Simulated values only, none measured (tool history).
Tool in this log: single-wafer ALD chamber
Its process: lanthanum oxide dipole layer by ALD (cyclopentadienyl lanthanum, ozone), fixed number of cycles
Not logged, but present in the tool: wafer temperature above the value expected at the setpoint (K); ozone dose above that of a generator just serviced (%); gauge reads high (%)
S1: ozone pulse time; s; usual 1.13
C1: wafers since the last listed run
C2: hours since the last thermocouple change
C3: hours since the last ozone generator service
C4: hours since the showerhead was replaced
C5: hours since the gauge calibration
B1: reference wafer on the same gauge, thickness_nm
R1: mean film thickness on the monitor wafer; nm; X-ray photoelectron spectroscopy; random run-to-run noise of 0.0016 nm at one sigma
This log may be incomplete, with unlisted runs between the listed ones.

| run | hour | S1 | C1 | C2 | C3 | C4 | C5 | B1 | R1 |
|---|---|---|---|---|---|---|---|---|---|
| 1 | 0 | 0.92 | 0 | 1221.3 | 1591 | 3448.1 | 10.6 | 0.519 | 0.484 |
| 2 | 39.7 | 1.43 | 774 | 1261 | 1630.7 | 3487.8 | 50.3 | 0.518 | 0.531 |
| 3 | 48.2 | 1.43 | 165 | 1269.5 | 1639.2 | 3496.3 | 58.8 | 0.519 | 0.53 |
| 4 | 58.9 | 1.43 | 208 | 1280.2 | 1649.9 | 3507 | 69.5 | 0.519 | 0.531 |
| 5 | 72.9 | 1.13 | 273 | 1294.2 | 1663.9 | 3521 | 83.5 | 0.519 | 0.51 |
| 6 | 85.7 | 1.13 | 249 | 1307 | 1676.7 | 3533.8 | 96.3 | 0.519 | 0.508 |
| 7 | 103.1 | 1.13 | 339 | 1324.4 | 1694.1 | 3551.2 | 113.7 | 0.52 | 0.511 |
| 8 | 120.5 | 1.13 | 339 | 1341.8 | 1711.5 | 3568.6 | 131.1 | 0.519 | 0.51 |
|  | 136.4 | ozone generator serviced |
| 9 | 136.9 | 1.13 | 163 | 1358.2 | 0.5 | 3585 | 147.5 | 0.52 | 0.512 |
| 10 | 145.2 | 1.13 | 161 | 1366.5 | 8.8 | 3593.3 | 155.8 | 0.519 | 0.51 |
| 11 | 154.5 | 0.77 | 181 | 1375.8 | 18.1 | 3602.6 | 165.1 | 0.519 | 0.465 |
| 12 | 167.5 | 1.38 | 253 | 1388.8 | 31.1 | 3615.6 | 178.1 | 0.518 | 0.531 |
| 13 | 182.1 | 1.38 | 284 | 1403.4 | 45.7 | 3630.2 | 192.7 | 0.519 | 0.527 |
| 14 | 189.8 | 1.36 | 150 | 1411.1 | 53.4 | 3637.9 | 200.4 | 0.52 | 0.527 |
| 15 | 206.7 | 1.36 | 329 | 1428 | 70.3 | 3654.8 | 217.3 | 0.519 | 0.528 |
| 16 | 216.3 | 1.13 | 187 | 1437.6 | 79.9 | 3664.4 | 226.9 | 0.519 | 0.508 |
| 17 | 226.9 | 1.47 | 206 | 1448.2 | 90.5 | 3675 | 237.5 | 0.519 | 0.532 |
| 18 | 238.2 | 0.93 | 220 | 1459.5 | 101.8 | 3686.3 | 248.8 | 0.52 | 0.487 |
| 19 | 250.5 | 1.53 | 239 | 1471.8 | 114.1 | 3698.6 | 261.1 | 0.519 | 0.539 |
| 20 | 258.4 | 1.13 | 154 | 1479.7 | 122 | 3706.5 | 269 | 0.519 | 0.509 |
|  | 268 | showerhead replaced |
|  | 269.7 | thermocouple changed; heater temperature recalibrated |
| 21 | 271.4 | 0.79 | 66 | 1.7 | 135 | 3.4 | 282 | 0.519 | 0.469 |
| 22 | 277.8 | 0.84 | 124 | 8.1 | 141.4 | 9.8 | 288.4 | 0.52 | 0.476 |
| 23 | 287.8 | 1.54 | 195 | 18.1 | 151.4 | 19.8 | 298.4 | 0.52 | 0.535 |
|  | 304.1 | gauge calibrated |
| 24 | 304.3 | 1.13 | 321 | 34.6 | 167.9 | 36.3 | 0.2 | 0.52 | 0.508 |
| 25 | 310.4 | 1.37 | 118 | 40.7 | 174 | 42.4 | 6.3 | 0.519 | 0.526 |
| 26 | 317.6 | 0.74 | 140 | 47.9 | 181.2 | 49.6 | 13.5 | 0.519 | 0.464 |
| 27 | 331.7 | 1.13 | 275 | 62 | 195.3 | 63.7 | 27.6 | 0.519 | 0.509 |
| 28 | 340.4 | 0.89 | 169 | 70.7 | 204 | 72.4 | 36.3 | 0.519 | 0.481 |
| 29 | 351 | 1.56 | 206 | 81.3 | 214.6 | 83 | 46.9 | 0.52 | 0.539 |
| 30 | 362 | 1.42 | 214 | 92.3 | 225.6 | 94 | 57.9 | 0.519 | 0.531 |
| 31 | 370.6 | 1.13 | 167 | 100.9 | 234.2 | 102.6 | 66.5 | 0.519 | 0.511 |
| 32 | 380.7 | 1.13 | 197 | 111 | 244.3 | 112.7 | 76.6 | 0.519 | 0.51 |

What if the next run were any one of these 3? Each begins from the tool's condition after run 32:
| A | 381.1 | 1.13 | 7 | 111.4 | 244.7 | 113.1 | 77 | ? | ? |
| B | 381.1 | 1.01 | 7 | 111.4 | 244.7 | 113.1 | 77 | ? | ? |
| C | 381.1 | 0.68 | 7 | 111.4 | 244.7 | 113.1 | 77 | ? | ? |

| run | B1 | R1 |
|---|---|---|
| A | 0.519 | 0.508 |
| B | 0.519 | 0.496 |
| C | 0.519 | 0.45 |
Stripped of hidden state, with their random variation kept, the same runs would have yielded:
| run | R1 |
|---|---|
| A | 0.508 |
| B | 0.496 |
| C | 0.45 |

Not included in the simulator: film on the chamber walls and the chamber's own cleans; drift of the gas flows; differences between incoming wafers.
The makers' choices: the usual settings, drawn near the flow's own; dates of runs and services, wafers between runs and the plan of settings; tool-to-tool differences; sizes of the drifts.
